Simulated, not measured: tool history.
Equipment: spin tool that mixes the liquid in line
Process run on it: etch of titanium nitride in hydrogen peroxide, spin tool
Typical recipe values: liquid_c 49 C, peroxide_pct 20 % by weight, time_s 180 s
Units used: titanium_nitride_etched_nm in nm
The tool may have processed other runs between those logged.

| run | hour | liquid_c | peroxide_pct | time_s | read-back film thickness of the titanium nitride reference wafer, read on the same gauge (nm) | titanium_nitride_etched_nm |
|---|---|---|---|---|---|---|
| 1 | 0 | 49 | 20 | 120 | 60.02 | 5.4 |
|  | 28.4 | new drum of peroxide connected |
| 2 | 53.8 | 49 | 20 | 265 | 59.98 | 12.2 |
| 3 | 116.3 | 49 | 20 | 265 | 59.99 | 12.24 |
| 4 | 180.4 | 54 | 20 | 100 | 59.98 | 6.48 |
| 5 | 278.9 | 54 | 20 | 100 | 59.97 | 6.52 |
| 6 | 361.3 | 54 | 20 | 100 | 59.98 | 6.54 |
|  | 396.6 | gauge calibrated |
|  | 400.8 | peroxide flow meter replaced |
| 7 | 407 | 55.5 | 20 | 180 | 59.99 | 13.12 |
|  | 439.2 | heated supply line repaired |
| 8 | 451.6 | 55.5 | 20 | 180 | 60 | 13.39 |
|  | 529.9 | thermometer replaced |
| 9 | 543.4 | 55.5 | 20 | 180 | 60.01 | 15.1 |
| 10 | 587.9 | 49 | 20 | 265 | 60 | 14.01 |
| 11 | 680.4 | 52 | 24 | 270 | 60 | 18.74 |
|  | 709.5 | thermometer replaced, repeated, since the last time left the tool worse |
| 12 | 769 | 49 | 20 | 180 | 59.99 | 7.67 |
| 13 | 826.7 | 54 | 20 | 100 | 59.99 | 6.1 |
| 14 | 880.6 | 58 | 20 | 180 | 59.99 | 14.88 |
| 15 | 931.1 | 54.5 | 23 | 120 | 60.01 | 8 |
|  | 935 | new drum of peroxide connected |
| 16 | 1034.3 | 42.5 | 14.5 | 180 | 60.01 | 4.54 |
| 17 | 1073.6 | 54 | 20 | 100 | 59.99 | 6.24 |
|  | 1079.6 | gauge calibrated |
| 18 | 1141.2 | 45.5 | 22.5 | 290 | 59.99 | 10.21 |
| 19 | 1221 | 49 | 20 | 105 | 59.98 | 4.65 |

State the hidden condition of the tool at each of the runs:
peroxide flow below the setpoint (%): 0 on each run
temperature lost on the way to the wafer (K): 0 on each run
peroxide weaker than its label (%): 0 on each run
gauge reads high (%): 0 on each run
H1: liquid hotter than its thermometer reads (K)
| run | H1 |
|---|---|
| 1 | 1 |
| 2 | 1.05 |
| 3 | 1.11 |
| 4 | 1.17 |
| 5 | 1.26 |
| 6 | 1.34 |
| 7 | 1.38 |
| 8 | 1.42 |
| 9 | 3.1 |
| 10 | 3.14 |
| 11 | 3.22 |
| 12 | 0.293 |
| 13 | 0.347 |
| 14 | 0.397 |
| 15 | 0.444 |
| 16 | 0.54 |
| 17 | 0.577 |
| 18 | 0.639 |
| 19 | 0.714 |
